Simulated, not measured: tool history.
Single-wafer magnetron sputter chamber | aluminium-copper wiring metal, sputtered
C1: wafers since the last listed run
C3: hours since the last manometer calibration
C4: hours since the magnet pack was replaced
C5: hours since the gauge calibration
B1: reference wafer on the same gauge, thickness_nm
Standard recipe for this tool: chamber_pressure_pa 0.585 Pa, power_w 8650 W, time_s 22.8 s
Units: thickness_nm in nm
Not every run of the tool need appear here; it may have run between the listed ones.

Run 1, day 0: usual settings; C1 0; wafers on the sputter target 3008; C3 1232.5; C4 7975.5; C5 239.2; B1 328.237. Result: thickness_nm 317.412 nm.
Run 2, day 0.896: usual settings; C1 700; wafers on the sputter target 3709; C3 1254; C4 7997; C5 260.7; B1 327.873. Result: thickness_nm 318.644 nm.
Run 3, day 1.883: usual settings but time_s 21.1 s; C1 772; wafers on the sputter target 4481; C3 1277.7; C4 8020.7; C5 284.4; B1 328.114. Result: thickness_nm 291.189 nm.
Run 4, day 3.367: usual settings but time_s 23.9 s; C1 1160; wafers on the sputter target 5642; C3 1313.3; C4 8056.3; C5 320; B1 327.497. Result: thickness_nm 332.449 nm.
Run 5, day 4.346: usual settings but time_s 23.9 s; C1 766; wafers on the sputter target 6408; C3 1336.8; C4 8079.8; C5 343.5; B1 328.142. Result: thickness_nm 327.961 nm.
Run 6, day 5.675: usual settings but time_s 23.9 s; C1 1039; wafers on the sputter target 7448; C3 1368.7; C4 8111.7; C5 375.4; B1 327.878. Result: thickness_nm 330.005 nm.
Run 7, day 6.192: usual settings; C1 404; wafers on the sputter target 7852; C3 1381.1; C4 8124.1; C5 387.8; B1 327.791. Result: thickness_nm 314.721 nm.
At day 6.871: sputter target and shields replaced.
Run 8, day 6.892: usual settings; C1 286; wafers on the sputter target 16; C3 1397.9; C4 8140.9; C5 404.6; B1 327.976. Result: thickness_nm 322.899 nm.
Run 9, day 7.783: usual settings; C1 697; wafers on the sputter target 714; C3 1419.3; C4 8162.3; C5 426; B1 327.92. Result: thickness_nm 322.346 nm.
At day 8.608: gauge calibrated.
Run 10, day 8.954: usual settings; C1 916; wafers on the sputter target 1630; C3 1447.4; C4 8190.4; C5 8.3; B1 328.16. Result: thickness_nm 319.123 nm.
Run 11, day 9.504: usual settings but chamber_pressure_pa 0.405 Pa, power_w 8050 W, time_s 25.5 s; C1 430; wafers on the sputter target 2060; C3 1460.6; C4 8203.6; C5 21.5; B1 328.009. Result: thickness_nm 378.956 nm.
At day 10.562: magnet pack replaced.
Run 12, day 10.583: usual settings but chamber_pressure_pa 0.395 Pa, power_w 7600 W, time_s 19.3 s; C1 583; wafers on the sputter target 2644; C3 1486.5; C4 0.5; C5 47.4; B1 327.705. Result: thickness_nm 267.507 nm.
Run 13, day 11.929: usual settings but time_s 20.9 s; C1 1053; wafers on the sputter target 3697; C3 1518.8; C4 32.8; C5 79.7; B1 327.728. Result: thickness_nm 291.317 nm.
At day 12.796: capacitance manometer re-zeroed and calibrated.
Run 14, day 13.367: usual settings but power_w 7850 W; C1 863; wafers on the sputter target 4561; C3 13.7; C4 67.3; C5 114.2; B1 327.939. Result: thickness_nm 287.48 nm.
Run 15, day 14.192: usual settings but power_w 9550 W, time_s 21.4 s; C1 645; wafers on the sputter target 5206; C3 33.5; C4 87.1; C5 134; B1 328.031. Result: thickness_nm 329.351 nm.
Run 16, day 15.188: usual settings; C1 779; wafers on the sputter target 5986; C3 57.4; C4 111; C5 157.9; B1 328.162. Result: thickness_nm 315.367 nm.
Run 17, day 16.254: usual settings but chamber_pressure_pa 0.752 Pa, time_s 26.7 s; C1 834; wafers on the sputter target 6820; C3 83; C4 136.6; C5 183.5; B1 328.223. Result: thickness_nm 331.073 nm.
Run 18, day 17.158: usual settings but power_w 10600 W, time_s 27 s; C1 707; wafers on the sputter target 7528; C3 104.7; C4 158.3; C5 205.2; B1 328.317. Result: thickness_nm 459.241 nm.
Run 19, day 17.846: usual settings but chamber_pressure_pa 0.751 Pa, power_w 10650 W, time_s 23.9 s; C1 537; wafers on the sputter target 8066; C3 121.2; C4 174.8; C5 221.7; B1 328.379. Result: thickness_nm 364.44 nm.

4 ways to go on from here, each from the tool as it stands after run 19. What would each give?
Run A, day 17.862: usual settings but chamber_pressure_pa 0.471 Pa; C1 13; wafers on the sputter target 8079; C3 121.6; C4 175.2; C5 222.1; B1 ?. Result: thickness_nm ?.
Run B, day 17.862: usual settings but chamber_pressure_pa 0.68 Pa, power_w 10600 W, time_s 24 s; C1 13; wafers on the sputter target 8079; C3 121.6; C4 175.2; C5 222.1; B1 ?. Result: thickness_nm ?.
Run C, day 17.862: usual settings but chamber_pressure_pa 0.395 Pa, power_w 7600 W; C1 13; wafers on the sputter target 8079; C3 121.6; C4 175.2; C5 222.1; B1 ?. Result: thickness_nm ?.
Run D, day 17.862: usual settings but chamber_pressure_pa 0.65 Pa, power_w 7750 W, time_s 18.5 s; C1 13; wafers on the sputter target 8079; C3 121.6; C4 175.2; C5 222.1; B1 ?. Result: thickness_nm ?.

run      B1  thickness_nm
  A  327.94       341.033
  B  327.94       382.684
  C  327.94       315.836
  D  327.94       219.924
What these runs would have given with no unlogged condition in the tool:
run  thickness_nm
  A       350.662
  B       393.489
  C       324.754
  D       226.134

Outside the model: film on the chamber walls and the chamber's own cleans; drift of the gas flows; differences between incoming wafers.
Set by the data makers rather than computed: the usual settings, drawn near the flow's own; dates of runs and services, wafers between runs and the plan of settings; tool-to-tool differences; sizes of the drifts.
